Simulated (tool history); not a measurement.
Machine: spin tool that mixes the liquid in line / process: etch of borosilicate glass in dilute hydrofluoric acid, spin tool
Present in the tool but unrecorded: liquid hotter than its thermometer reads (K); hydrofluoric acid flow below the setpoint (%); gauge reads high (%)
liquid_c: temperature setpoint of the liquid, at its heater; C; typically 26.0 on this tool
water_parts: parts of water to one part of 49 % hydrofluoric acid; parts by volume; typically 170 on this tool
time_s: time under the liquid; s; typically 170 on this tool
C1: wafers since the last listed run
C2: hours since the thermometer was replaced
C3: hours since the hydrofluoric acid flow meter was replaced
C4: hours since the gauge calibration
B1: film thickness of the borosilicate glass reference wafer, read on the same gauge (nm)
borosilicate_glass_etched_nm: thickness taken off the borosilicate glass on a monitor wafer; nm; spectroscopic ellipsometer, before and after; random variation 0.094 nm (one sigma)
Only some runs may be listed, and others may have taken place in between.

Run 1, hour 0.0: usual settings; C1 0; C2 178.6; C3 190.3; C4 1049.2; B1 140.00. Result: borosilicate_glass_etched_nm 23.65 nm.
Run 2, hour 67.1: usual settings; C1 673; C2 245.7; C3 257.4; C4 1116.3; B1 140.01. Result: borosilicate_glass_etched_nm 23.44 nm.
Run 3, hour 132.2: usual settings; C1 653; C2 310.8; C3 322.5; C4 1181.4; B1 140.01. Result: borosilicate_glass_etched_nm 23.59 nm.
Run 4, hour 206.6: usual settings; C1 746; C2 385.2; C3 396.9; C4 1255.8; B1 140.01. Result: borosilicate_glass_etched_nm 23.74 nm.
Run 5, hour 246.8: usual settings but liquid_c 22.5 C, water_parts 220 parts by volume; C1 403; C2 425.4; C3 437.1; C4 1296.0; B1 140.00. Result: borosilicate_glass_etched_nm 15.09 nm.
Run 6, hour 292.6: usual settings; C1 459; C2 471.2; C3 482.9; C4 1341.8; B1 140.00. Result: borosilicate_glass_etched_nm 23.43 nm.
Run 7, hour 347.3: usual settings; C1 548; C2 525.9; C3 537.6; C4 1396.5; B1 140.03. Result: borosilicate_glass_etched_nm 23.52 nm.
Run 8, hour 451.2: usual settings; C1 1042; C2 629.8; C3 641.5; C4 1500.4; B1 140.01. Result: borosilicate_glass_etched_nm 23.48 nm.
Run 9, hour 530.4: usual settings; C1 794; C2 709.0; C3 720.7; C4 1579.6; B1 140.02. Result: borosilicate_glass_etched_nm 23.56 nm.
At hour 574.7: thermometer replaced.
Run 10, hour 606.8: usual settings but water_parts 150 parts by volume; C1 756; C2 32.1; C3 797.1; C4 1656.0; B1 140.03. Result: borosilicate_glass_etched_nm 27.52 nm.
Run 11, hour 650.3: usual settings but water_parts 150 parts by volume; C1 436; C2 75.6; C3 840.6; C4 1699.5; B1 140.04. Result: borosilicate_glass_etched_nm 27.44 nm.
Run 12, hour 704.1: usual settings but water_parts 150 parts by volume; C1 539; C2 129.4; C3 894.4; C4 1753.3; B1 140.01. Result: borosilicate_glass_etched_nm 27.29 nm.
Run 13, hour 760.4: usual settings; C1 564; C2 185.7; C3 950.7; C4 1809.6; B1 140.01. Result: borosilicate_glass_etched_nm 23.55 nm.
Run 14, hour 827.7: usual settings; C1 675; C2 253.0; C3 1018.0; C4 1876.9; B1 140.01. Result: borosilicate_glass_etched_nm 23.31 nm.
Run 15, hour 890.8: usual settings; C1 632; C2 316.1; C3 1081.1; C4 1940.0; B1 139.99. Result: borosilicate_glass_etched_nm 23.42 nm.
Run 16, hour 963.2: usual settings; C1 726; C2 388.5; C3 1153.5; C4 2012.4; B1 139.99. Result: borosilicate_glass_etched_nm 23.43 nm.
At hour 1132.4: hydrofluoric acid flow meter replaced.
Run 17, hour 1261.5: usual settings but liquid_c 28.0 C, water_parts 120 parts by volume; C1 2982; C2 686.8; C3 129.1; C4 2310.7; B1 139.98. Result: borosilicate_glass_etched_nm 38.22 nm.
At hour 1288.5: thermometer replaced.
Run 18, hour 1304.6: usual settings; C1 422; C2 16.1; C3 172.2; C4 2353.8; B1 140.01. Result: borosilicate_glass_etched_nm 23.55 nm.
Run 19, hour 1342.0: usual settings but water_parts 100 parts by volume; C1 375; C2 53.5; C3 209.6; C4 2391.2; B1 140.01. Result: borosilicate_glass_etched_nm 43.87 nm.
Run 20, hour 1558.1: usual settings but water_parts 130 parts by volume; C1 2167; C2 269.6; C3 425.7; C4 2607.3; B1 139.99. Result: borosilicate_glass_etched_nm 32.30 nm.
Run 21, hour 1603.7: usual settings but water_parts 130 parts by volume, time_s 255 s; C1 457; C2 315.2; C3 471.3; C4 2652.9; B1 139.98. Result: borosilicate_glass_etched_nm 48.76 nm.
Run 22, hour 1671.2: usual settings but liquid_c 29.5 C, water_parts 95 parts by volume, time_s 270 s; C1 677; C2 382.7; C3 538.8; C4 2720.4; B1 140.01. Result: borosilicate_glass_etched_nm 83.70 nm.
At hour 1696.3: gauge calibrated.
Run 23, hour 1719.3: usual settings but water_parts 140 parts by volume, time_s 100 s; C1 482; C2 430.8; C3 586.9; C4 23.0; B1 140.00. Result: borosilicate_glass_etched_nm 17.32 nm.
Run 24, hour 1786.1: usual settings; C1 670; C2 497.6; C3 653.7; C4 89.8; B1 140.02. Result: borosilicate_glass_etched_nm 23.53 nm.
Run 25, hour 1829.2: usual settings; C1 432; C2 540.7; C3 696.8; C4 132.9; B1 139.98. Result: borosilicate_glass_etched_nm 23.73 nm.
Run 26, hour 1893.1: usual settings but water_parts 140 parts by volume, time_s 105 s; C1 641; C2 604.6; C3 760.7; C4 196.8; B1 140.00. Result: borosilicate_glass_etched_nm 18.34 nm.
Run 27, hour 1947.9: usual settings but liquid_c 23.5 C, water_parts 110 parts by volume, time_s 95 s; C1 549; C2 659.4; C3 815.5; C4 251.6; B1 139.99. Result: borosilicate_glass_etched_nm 19.83 nm.
Run 28, hour 2049.0: usual settings but time_s 125 s; C1 1014; C2 760.5; C3 916.6; C4 352.7; B1 140.01. Result: borosilicate_glass_etched_nm 17.34 nm.
At hour 2107.7: thermometer replaced.
Run 29, hour 2155.8: usual settings but liquid_c 29.0 C, water_parts 145 parts by volume, time_s 225 s; C1 1061; C2 48.1; C3 1023.4; C4 459.5; B1 139.98. Result: borosilicate_glass_etched_nm 41.98 nm.
Run 30, hour 2277.8: usual settings but liquid_c 27.5 C, water_parts 125 parts by volume, time_s 235 s; C1 1223; C2 170.1; C3 1145.4; C4 581.5; B1 140.00. Result: borosilicate_glass_etched_nm 49.68 nm.
At hour 2295.9: hydrofluoric acid flow meter replaced.
Run 31, hour 2385.0: usual settings but water_parts 130 parts by volume, time_s 240 s; C1 1065; C2 277.3; C3 89.1; C4 688.7; B1 139.99. Result: borosilicate_glass_etched_nm 45.72 nm.
Run 32, hour 2471.0: usual settings; C1 862; C2 363.3; C3 175.1; C4 774.7; B1 139.98. Result: borosilicate_glass_etched_nm 23.63 nm.
Run 33, hour 2560.4: usual settings but water_parts 145 parts by volume; C1 896; C2 452.7; C3 264.5; C4 864.1; B1 140.01. Result: borosilicate_glass_etched_nm 28.30 nm.
Run 34, hour 2642.2: usual settings but liquid_c 22.5 C, time_s 105 s; C1 820; C2 534.5; C3 346.3; C4 945.9; B1 140.00. Result: borosilicate_glass_etched_nm 12.75 nm.

Describe how what the log doesn't record of the tool's condition differs between the last listed run preceding each entry between runs and the first listed run following it.
Run 9 -> run 10: thermometer replaced (hour 574.7)
  no hidden state differs between the two runs
Run 16 -> run 17: hydrofluoric acid flow meter replaced (hour 1132.4)
  no hidden state differs between the two runs
Run 17 -> run 18: thermometer replaced (hour 1288.5)
  no hidden state differs between the two runs
Run 22 -> run 23: gauge calibrated (hour 1696.3)
  no hidden state differs between the two runs
Run 28 -> run 29: thermometer replaced (hour 2107.7)
  no hidden state differs between the two runs
Run 30 -> run 31: hydrofluoric acid flow meter replaced (hour 2295.9)
  no hidden state differs between the two runs
